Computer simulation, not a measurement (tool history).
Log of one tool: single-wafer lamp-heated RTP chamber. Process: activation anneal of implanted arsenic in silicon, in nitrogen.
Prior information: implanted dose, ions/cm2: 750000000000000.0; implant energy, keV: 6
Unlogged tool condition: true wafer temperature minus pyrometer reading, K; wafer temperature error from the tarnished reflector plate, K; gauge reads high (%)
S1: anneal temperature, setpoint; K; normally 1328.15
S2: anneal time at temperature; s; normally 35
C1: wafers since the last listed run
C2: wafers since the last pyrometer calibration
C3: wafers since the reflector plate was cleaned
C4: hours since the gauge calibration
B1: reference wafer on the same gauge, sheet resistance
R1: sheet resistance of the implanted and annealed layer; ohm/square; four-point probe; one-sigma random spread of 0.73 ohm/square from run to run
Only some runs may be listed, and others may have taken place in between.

Run 1, hour 0.0: usual settings but S1 1305.15 K; C1 0; C2 2598; C3 1245; C4 894.2; B1 165.88. Result: R1 157.50 ohm/square.
Run 2, hour 78.4: usual settings but S1 1305.15 K; C1 1271; C2 3869; C3 2516; C4 972.6; B1 166.04. Result: R1 156.31 ohm/square.
At hour 159.9: pyrometer window cleaned and pyrometer calibrated.
Run 3, hour 171.4: usual settings but S1 1305.15 K; C1 1378; C2 186; C3 3895; C4 1065.6; B1 166.13. Result: R1 157.67 ohm/square.
Run 4, hour 210.5: usual settings but S2 43 s; C1 633; C2 820; C3 4529; C4 1104.7; B1 166.05. Result: R1 146.63 ohm/square.
At hour 225.6: gauge calibrated.
Run 5, hour 307.4: usual settings; C1 1571; C2 2391; C3 6100; C4 81.8; B1 165.94. Result: R1 148.68 ohm/square.
Run 6, hour 374.6: usual settings; C1 1089; C2 3481; C3 7190; C4 149.0; B1 166.01. Result: R1 148.77 ohm/square.
Run 7, hour 443.4: usual settings; C1 1115; C2 4597; C3 8305; C4 217.8; B1 165.97. Result: R1 149.17 ohm/square.
At hour 515.3: pyrometer window cleaned and pyrometer calibrated.
Run 8, hour 532.7: usual settings but S1 1313.15 K, S2 27 s; C1 1318; C2 282; C3 9623; C4 307.1; B1 165.92. Result: R1 156.82 ohm/square.
Run 9, hour 590.7: usual settings but S1 1313.15 K, S2 27 s; C1 940; C2 1222; C3 10564; C4 365.1; B1 166.16. Result: R1 157.54 ohm/square.
At hour 656.5: reflector plate cleaned.
At hour 798.3: pyrometer window cleaned and pyrometer calibrated.
Run 10, hour 866.5: usual settings but S1 1313.15 K, S2 27 s; C1 4212; C2 1105; C3 3276; C4 640.9; B1 165.91. Result: R1 155.57 ohm/square.
Run 11, hour 974.1: usual settings but S1 1303.15 K, S2 27 s; C1 1744; C2 2850; C3 5020; C4 748.5; B1 165.92. Result: R1 158.29 ohm/square.
At hour 1009.7: reflector plate cleaned, repeated, since the last time left the tool worse.
Run 12, hour 1057.6: usual settings but S2 43 s; C1 1224; C2 4074; C3 777; C4 832.0; B1 165.96. Result: R1 146.40 ohm/square.
At hour 1110.0: pyrometer window cleaned and pyrometer calibrated.
Run 13, hour 1110.5: usual settings but S1 1306.15 K, S2 51 s; C1 728; C2 8; C3 1505; C4 884.9; B1 166.04. Result: R1 151.67 ohm/square.
Run 14, hour 1181.2: usual settings but S1 1353.15 K, S2 55 s; C1 1146; C2 1155; C3 2651; C4 955.6; B1 165.91. Result: R1 136.92 ohm/square.
At hour 1217.2: gauge calibrated.
Run 15, hour 1266.0: usual settings but S2 43 s; C1 1375; C2 2530; C3 4026; C4 48.8; B1 165.95. Result: R1 146.76 ohm/square.
Run 16, hour 1328.3: usual settings but S1 1305.15 K; C1 1010; C2 3540; C3 5036; C4 111.1; B1 165.90. Result: R1 156.20 ohm/square.
Run 17, hour 1378.9: usual settings but S1 1347.15 K; C1 820; C2 4360; C3 5857; C4 161.7; B1 166.06. Result: R1 142.88 ohm/square.
At hour 1474.3: pyrometer window cleaned and pyrometer calibrated.
Run 18, hour 1485.4: usual settings but S1 1352.15 K, S2 27 s; C1 1597; C2 180; C3 7454; C4 268.2; B1 166.22. Result: R1 143.53 ohm/square.
Run 19, hour 1560.5: usual settings but S1 1306.15 K, S2 51 s; C1 1217; C2 1398; C3 8672; C4 343.3; B1 166.10. Result: R1 149.84 ohm/square.
Run 20, hour 1636.8: usual settings but S1 1347.15 K, S2 46 s; C1 1237; C2 2635; C3 9909; C4 419.6; B1 166.06. Result: R1 138.40 ohm/square.

Each row is a separate what-if for the run after 20, all from the same tool condition, not one after another. Results?
Run A, hour 1637.2: usual settings but S2 14 s; C1 6; C2 2641; C3 9915; C4 420.0; B1 ?. Result: R1 ?.
Run B, hour 1637.2: usual settings but S2 45 s; C1 6; C2 2641; C3 9915; C4 420.0; B1 ?. Result: R1 ?.
Run C, hour 1637.2: usual settings but S1 1353.15 K, S2 18 s; C1 6; C2 2641; C3 9915; C4 420.0; B1 ?. Result: R1 ?.
Run D, hour 1637.2: usual settings but S1 1318.15 K, S2 49 s; C1 6; C2 2641; C3 9915; C4 420.0; B1 ?. Result: R1 ?.

run      B1      R1
  A  165.95  163.99
  B  165.95  145.74
  C  165.95  150.85
  D  165.95  147.46
Had the tool no hidden state, the same runs would have come out as:
run      R1
  A  165.91
  B  146.95
  C  152.12
  D  148.66

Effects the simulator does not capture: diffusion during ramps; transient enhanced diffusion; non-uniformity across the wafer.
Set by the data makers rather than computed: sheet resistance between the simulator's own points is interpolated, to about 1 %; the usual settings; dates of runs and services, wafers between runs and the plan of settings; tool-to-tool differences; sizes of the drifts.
